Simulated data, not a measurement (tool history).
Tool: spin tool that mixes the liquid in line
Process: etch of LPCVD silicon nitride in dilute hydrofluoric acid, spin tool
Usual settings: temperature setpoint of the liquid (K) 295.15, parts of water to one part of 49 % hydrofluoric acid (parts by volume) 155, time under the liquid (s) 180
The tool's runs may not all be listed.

run   hour  temperature setpoint of the liquid (K)  parts of water to one part of 49 % hydrofluoric acid (parts by volume)  time under the liquid (s)  read-back film thickness of the LPCVD silicon nitride reference wafer, read on the same gauge (nm)  thickness taken off the LPCVD silicon nitride on a monitor wafer (angstrom)
  1      0                                  295.15                                                                     155                        180                                                                                              80.018                                                                         5.81
  2   61.9                                  295.15                                                                     155                        180                                                                                              79.955                                                                         6.32
  3  135.8                                  295.15                                                                     155                        180                                                                                               79.99                                                                          5.8
  4  194.5                                  295.15                                                                     155                        110                                                                                              79.987                                                                         3.48
  5  236.8                                  295.15                                                                     155                        110                                                                                              79.997                                                                          3.5
  6  287.5                                  295.15                                                                     155                        110                                                                                              79.983                                                                         3.31
  7  378.9                                  295.15                                                                     175                        180                                                                                              79.995                                                                         4.83
  8  428.1                                  295.15                                                                     175                        180                                                                                              79.971                                                                         4.35
  9  472.7                                  295.15                                                                     175                        180                                                                                              79.995                                                                          5.1
     473.7  -- thermometer replaced
     501.3  -- gauge calibrated
 10  536.9                                  295.15                                                                     155                        180                                                                                              79.976                                                                         5.75
 11  573.9                                  295.15                                                                     155                        110                                                                                              80.021                                                                         3.09
 12  612.4                                  295.15                                                                     155                        180                                                                                               79.98                                                                          5.4
 13  640.1                                  292.15                                                                     110                        255                                                                                              80.004                                                                         9.06
 14    681                                  295.15                                                                     110                        180                                                                                              79.994                                                                         7.79
 15  709.8                                  292.15                                                                     110                        255                                                                                              79.993                                                                         8.74
       723  -- hydrofluoric acid flow meter replaced
 16  767.8                                  290.65                                                                     155                        240                                                                                              80.018                                                                         5.81

The next listed run, before its measurement:
 17   808                                  293.15                                                                      90                        245                                                                                                   ?                                                                            ?

Run 17 gave read-back film thickness of the LPCVD silicon nitride reference wafer, read on the same gauge (nm) 79.972, thickness taken off the LPCVD silicon nitride on a monitor wafer (angstrom) 11.05.
Without the tool's hidden state the same run would have given thickness taken off the LPCVD silicon nitride on a monitor wafer (angstrom) 11.05.
